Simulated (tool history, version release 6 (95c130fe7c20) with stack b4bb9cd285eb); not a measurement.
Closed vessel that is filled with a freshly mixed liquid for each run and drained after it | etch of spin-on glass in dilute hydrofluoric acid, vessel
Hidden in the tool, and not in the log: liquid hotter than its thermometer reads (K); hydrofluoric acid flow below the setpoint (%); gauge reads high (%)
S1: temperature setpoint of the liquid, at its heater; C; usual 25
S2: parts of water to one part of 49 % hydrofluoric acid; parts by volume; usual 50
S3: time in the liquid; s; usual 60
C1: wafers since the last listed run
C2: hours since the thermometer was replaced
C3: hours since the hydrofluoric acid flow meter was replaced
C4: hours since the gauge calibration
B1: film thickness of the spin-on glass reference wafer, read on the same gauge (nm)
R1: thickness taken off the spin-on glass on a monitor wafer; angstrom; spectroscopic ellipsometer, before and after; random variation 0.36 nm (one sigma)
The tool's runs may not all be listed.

run   hour  S1  S2  S3     C1      C2     C3     C4      B1     R1
  1      0  25  50  60      0  1796.8    8.3  514.8     100    803
       3.2  -- gauge calibrated
  2   71.5  25  50  60   9544  1868.3   79.8   68.3   99.99  801.7
  3  108.3  25  50  60   4912  1905.1  116.6  105.1  100.02    801
  4  139.8  25  50  50   4205  1936.6  148.1  136.6   99.99  672.1
  5  289.2  25  50  50  19944    2086  297.5    286     100  672.9
  6  352.2  24  50  60   8410    2149  360.5    349   99.99  777.7
     370.5  -- thermometer replaced
  7  385.7  25  50  60   4338    15.2    394  382.5  100.02  841.7
  8  416.5  25  70  60   4111      46  424.8  413.3   99.98    583
  9  448.6  25  50  60   4285    78.1  456.9  445.4   99.97    841
 10  478.5  22  50  70   3991     108  486.8  475.3  100.01    875
     490.2  -- thermometer replaced, repeated, since the last time left the tool worse
     530.9  -- gauge calibrated
 11  533.4  25  50  75   7195    43.2  541.7    2.5   99.98  942.8

Forecast run 12:
 12  568.7  27.5  35  70  4712  78.5  577  37.8   ?   ?

B1: 99.99
R1: 1401.7 angstrom
Without the tool's hidden state the same run would have given R1 1393.8 angstrom.
